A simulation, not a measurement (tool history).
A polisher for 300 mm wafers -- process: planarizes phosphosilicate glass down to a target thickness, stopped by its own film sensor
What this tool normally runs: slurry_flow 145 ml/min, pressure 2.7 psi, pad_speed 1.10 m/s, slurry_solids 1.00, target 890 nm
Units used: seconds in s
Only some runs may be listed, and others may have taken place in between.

| run | hour | slurry_flow | pressure | pad_speed | slurry_solids | target | incoming thickness of the incoming film, nm | seconds |
|---|---|---|---|---|---|---|---|---|
| 1 | 0.0 | 145 | 3.4 | 1.10 | 1.00 | 890 | 1644.2 | 61.5 |
| 2 | 16.5 | 145 | 2.7 | 0.86 | 1.00 | 890 | 1667.6 | 95.8 |
| 3 | 32.9 | 145 | 3.4 | 1.10 | 1.10 | 890 | 1646.3 | 59.1 |
| 4 | 47.5 | 145 | 3.3 | 1.10 | 1.00 | 890 | 1633.2 | 64.4 |
|  | 62.7 | head pressure recalibrated |
| 5 | 63.2 | 145 | 3.5 | 1.10 | 1.00 | 663 | 1666.3 | 103.4 |
| 6 | 77.2 | 145 | 3.0 | 0.86 | 1.00 | 1142 | 1680.3 | 77.7 |
| 7 | 94.2 | 145 | 2.7 | 1.10 | 1.00 | 1069 | 1649.5 | 74.7 |
| 8 | 103.6 | 145 | 3.3 | 1.10 | 1.00 | 890 | 1665.5 | 84.0 |
|  | 142.2 | worn pad replaced by a new one |
| 9 | 145.0 | 95 | 2.2 | 1.10 | 1.00 | 890 | 1666.8 | 138.7 |
|  | 157.2 | slurry nozzle cleaned |
| 10 | 162.8 | 145 | 2.7 | 1.10 | 1.00 | 890 | 1634.6 | 96.5 |
| 11 | 171.2 | 145 | 2.7 | 1.10 | 1.00 | 890 | 1681.4 | 101.1 |
|  | 181.9 | head pressure recalibrated, repeated, since the last time left the tool worse |
| 12 | 187.4 | 180 | 2.7 | 1.34 | 1.15 | 638 | 1638.4 | 85.3 |
| 13 | 203.4 | 145 | 2.7 | 0.92 | 1.10 | 890 | 1643.5 | 90.2 |
|  | 206.5 | conditioning disc replaced and pad reconditioned |
| 14 | 215.2 | 145 | 2.2 | 1.10 | 0.75 | 890 | 1644.4 | 117.2 |
| 15 | 226.6 | 145 | 2.7 | 1.10 | 1.00 | 890 | 1648.1 | 84.2 |
|  | 270.8 | worn pad replaced by a new one |
| 16 | 274.0 | 145 | 2.7 | 1.10 | 1.00 | 890 | 1638.6 | 79.3 |
| 17 | 282.9 | 160 | 2.7 | 1.42 | 1.20 | 890 | 1685.9 | 64.3 |
| 18 | 296.9 | 145 | 2.7 | 1.10 | 1.00 | 890 | 1657.2 | 81.2 |
| 19 | 304.8 | 145 | 2.7 | 1.10 | 1.00 | 890 | 1667.9 | 84.0 |
| 20 | 349.5 | 190 | 2.4 | 1.10 | 1.00 | 890 | 1681.9 | 90.4 |
|  | 362.9 | slurry blender recalibrated |
| 21 | 365.2 | 145 | 2.7 | 1.10 | 1.00 | 890 | 1644.2 | 78.9 |
| 22 | 379.9 | 145 | 2.7 | 1.10 | 0.85 | 890 | 1673.8 | 87.9 |
| 23 | 386.2 | 145 | 2.1 | 0.80 | 1.25 | 890 | 1647.1 | 123.2 |
| 24 | 398.3 | 145 | 3.0 | 1.10 | 1.00 | 974 | 1646.4 | 63.4 |
|  | 407.4 | worn pad replaced by a new one |
| 25 | 409.8 | 145 | 2.7 | 1.10 | 1.00 | 702 | 1678.3 | 101.4 |

List, for all runs, the conditions of the tool that the log does not record:
removal rate lost through wear of the pad, %: 0 at every run
slurry flow missing at the pad, %: 0 at every run
abrasive missing from the slurry, %: 0 at every run
time polished since the conditioner stopped cutting, s: 0 at every run
H1: deviation of the head's pressure from its setpoint, %
| run | H1 |
|---|---|
| 1 | 8.18 |
| 2 | 8.55 |
| 3 | 8.91 |
| 4 | 9.24 |
| 5 | -15.6 |
| 6 | -15.3 |
| 7 | -14.9 |
| 8 | -14.7 |
| 9 | -13.8 |
| 10 | -13.4 |
| 11 | -13.2 |
| 12 | 1.38 |
| 13 | 1.74 |
| 14 | 2 |
| 15 | 2.26 |
| 16 | 3.31 |
| 17 | 3.51 |
| 18 | 3.82 |
| 19 | 4 |
| 20 | 5 |
| 21 | 5.35 |
| 22 | 5.67 |
| 23 | 5.82 |
| 24 | 6.08 |
| 25 | 6.34 |
